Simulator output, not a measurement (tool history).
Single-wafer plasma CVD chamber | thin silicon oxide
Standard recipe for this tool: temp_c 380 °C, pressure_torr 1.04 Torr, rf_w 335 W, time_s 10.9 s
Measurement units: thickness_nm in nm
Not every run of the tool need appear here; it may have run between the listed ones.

| run | hour | temp_c | pressure_torr | rf_w | time_s | read-back reference wafer on the same gauge, thickness_nm | thickness_nm |
|---|---|---|---|---|---|---|---|
| 1 | 0 | 380 | 1.04 | 335 | 10.9 | 27.181 | 23.579 |
| 2 | 26 | 380 | 1.04 | 335 | 10.9 | 27.169 | 23.454 |
| 3 | 74.6 | 380 | 1.04 | 335 | 10.9 | 27.111 | 23.392 |
| 4 | 133.2 | 380 | 1.04 | 335 | 10.9 | 27.058 | 23.372 |
| 5 | 172.4 | 380 | 1.1 | 295 | 10.9 | 27.014 | 22.173 |
|  | 185.3 | thermocouple changed; heater temperature recalibrated |
| 6 | 207.8 | 380 | 1.1 | 295 | 10.9 | 26.968 | 22.103 |
| 7 | 262.4 | 380 | 1.04 | 335 | 10.9 | 26.882 | 23.344 |
|  | 280 | capacitance manometer re-zeroed and calibrated |
|  | 295.1 | gauge calibrated |
| 8 | 326.6 | 388 | 1.04 | 335 | 9.1 | 27.324 | 19.567 |
|  | 351.9 | RF generator calibrated |
| 9 | 378.1 | 380 | 1.04 | 335 | 10.9 | 27.304 | 23.593 |
|  | 387.4 | showerhead replaced |
| 10 | 449.7 | 370 | 1.28 | 310 | 8.9 | 27.304 | 20.289 |
| 11 | 489.3 | 394 | 1.04 | 335 | 12.2 | 27.268 | 26.233 |
| 12 | 515.1 | 380 | 1.04 | 400 | 10.9 | 27.236 | 25.84 |
| 13 | 561.2 | 384 | 1.04 | 290 | 10.9 | 27.216 | 21.509 |
| 14 | 593 | 380 | 1.04 | 335 | 10.9 | 27.164 | 23.587 |

Selected run-to-run steps in thickness_nm, each split into two signed amounts: the part the tool would show with no hidden state at all (from settings, incoming material and random variation), and the remainder, which goes to the hidden state together with any gauge scatter not common to the measured and the hidden-state-free results:
What the log doesn't record here: wafer temperature above the value expected at the setpoint (K); delivered RF power above the setpoint (%); true pressure above the setpoint (%); gauge reads high (%).
Run 7 -> 8: temp_c 380 -> 388, time_s 10.9 -> 9.1, capacitance manometer re-zeroed and calibrated, gauge calibrated. thickness_nm -3.777 nm: hidden state +0.388, all else -4.165.
Run 10 -> 11: temp_c 370 -> 394, pressure_torr 1.28 -> 1.04, rf_w 310 -> 335, time_s 8.9 -> 12.2. thickness_nm +5.944 nm: hidden state -0.024, all else +5.968.

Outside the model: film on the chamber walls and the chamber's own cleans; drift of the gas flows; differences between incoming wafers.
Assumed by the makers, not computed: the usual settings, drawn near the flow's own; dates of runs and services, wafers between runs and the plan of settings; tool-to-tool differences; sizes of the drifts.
